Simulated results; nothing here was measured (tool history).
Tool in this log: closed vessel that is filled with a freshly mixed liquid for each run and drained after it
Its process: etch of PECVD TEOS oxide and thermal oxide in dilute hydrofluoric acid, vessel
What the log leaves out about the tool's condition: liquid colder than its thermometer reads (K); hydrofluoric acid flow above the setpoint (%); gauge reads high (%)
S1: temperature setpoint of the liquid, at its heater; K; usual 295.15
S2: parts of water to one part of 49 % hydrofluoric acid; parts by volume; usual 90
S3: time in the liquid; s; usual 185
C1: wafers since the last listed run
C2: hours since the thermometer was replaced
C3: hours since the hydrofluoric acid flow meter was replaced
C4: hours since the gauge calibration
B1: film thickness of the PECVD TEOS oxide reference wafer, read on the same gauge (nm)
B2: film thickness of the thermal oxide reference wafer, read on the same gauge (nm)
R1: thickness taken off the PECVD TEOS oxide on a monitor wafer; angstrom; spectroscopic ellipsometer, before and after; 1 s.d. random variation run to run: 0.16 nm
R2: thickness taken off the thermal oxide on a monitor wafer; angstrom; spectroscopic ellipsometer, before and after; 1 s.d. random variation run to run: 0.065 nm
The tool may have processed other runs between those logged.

run,hour,S1,S2,S3,C1,C2,C3,C4,B1,B2,R1,R2
1,0,295.15,90,185,0,1254.2,2525.4,4.1,69.95,59.99,619.1,92.8
2,14.5,295.15,90,185,868,1268.7,2539.9,18.6,70.03,60,620,92.1
3,21.2,295.15,90,185,401,1275.4,2546.6,25.3,70.02,60,620.8,92.2
4,28.6,296.65,90,185,443,1282.8,2554,32.7,70.01,60.01,655.7,100.2
5,44.9,296.65,90,185,975,1299.1,2570.3,49,69.99,60.01,657.6,98.8
6,51.5,295.15,90,185,395,1305.7,2576.9,55.6,69.98,60,619.5,93.2
7,67.7,295.15,90,185,969,1321.9,2593.1,71.8,70,60,621.8,93.9
8,108.9,295.15,90,185,2466,1363.1,2634.3,113,70.01,60,621.4,92.7
# hour 109.9: gauge calibrated
9,115.8,295.15,90,185,413,1370,2641.2,5.9,69.97,60.01,621.7,93.3
10,122.6,297.65,55,80,407,1376.8,2648,12.7,69.97,59.99,507.3,75.9
# hour 130.9: hydrofluoric acid flow meter replaced
11,139.7,295.15,130,240,963,1393.9,8.8,29.8,70.02,59.99,561.2,85.2
12,149.4,299.15,90,220,580,1403.6,18.5,39.5,69.99,60,908.6,135.4
# hour 151.7: thermometer replaced
13,164.8,295.15,90,185,862,13.1,33.9,54.9,70.03,60,651.4,98.5
14,180.4,299.65,110,235,934,28.7,49.5,70.5,69.97,60,793.8,119.6
# hour 181.7: hydrofluoric acid flow meter replaced, repeated, since the last time left the tool worse
15,195,291.65,90,140,814,43.3,13.3,85.1,70.01,60,374.1,56.3
16,208.5,290.65,135,140,808,56.8,26.8,98.6,70.03,59.98,228.4,34.1

Forecast each of these 5 alternatives for the next run:
# hour 208.7: gauge calibrated
A,209.2,290.65,90,185,41,57.5,27.5,0.5,?,?,?,?
# hour 208.7: gauge calibrated
B,209.2,291.15,100,80,41,57.5,27.5,0.5,?,?,?,?
# hour 208.7: gauge calibrated
C,209.2,296.65,90,285,41,57.5,27.5,0.5,?,?,?,?
# hour 208.7: gauge calibrated
D,209.2,295.15,65,185,41,57.5,27.5,0.5,?,?,?,?
# hour 208.7: gauge calibrated
E,209.2,299.15,90,115,41,57.5,27.5,0.5,?,?,?,?

run,B1,B2,R1,R2
A,69.98,60.01,473,70.2
B,69.98,60.01,186,27.6
C,69.98,60.01,933.1,138.5
D,69.98,60.01,813.1,120.7
E,69.98,60.01,415.8,61.7
With no hidden state in the tool, these same runs would have given:
run,R1,R2
A,461.1,68.4
B,181.3,26.9
C,909.3,134.9
D,793,117.7
E,405.1,60.1

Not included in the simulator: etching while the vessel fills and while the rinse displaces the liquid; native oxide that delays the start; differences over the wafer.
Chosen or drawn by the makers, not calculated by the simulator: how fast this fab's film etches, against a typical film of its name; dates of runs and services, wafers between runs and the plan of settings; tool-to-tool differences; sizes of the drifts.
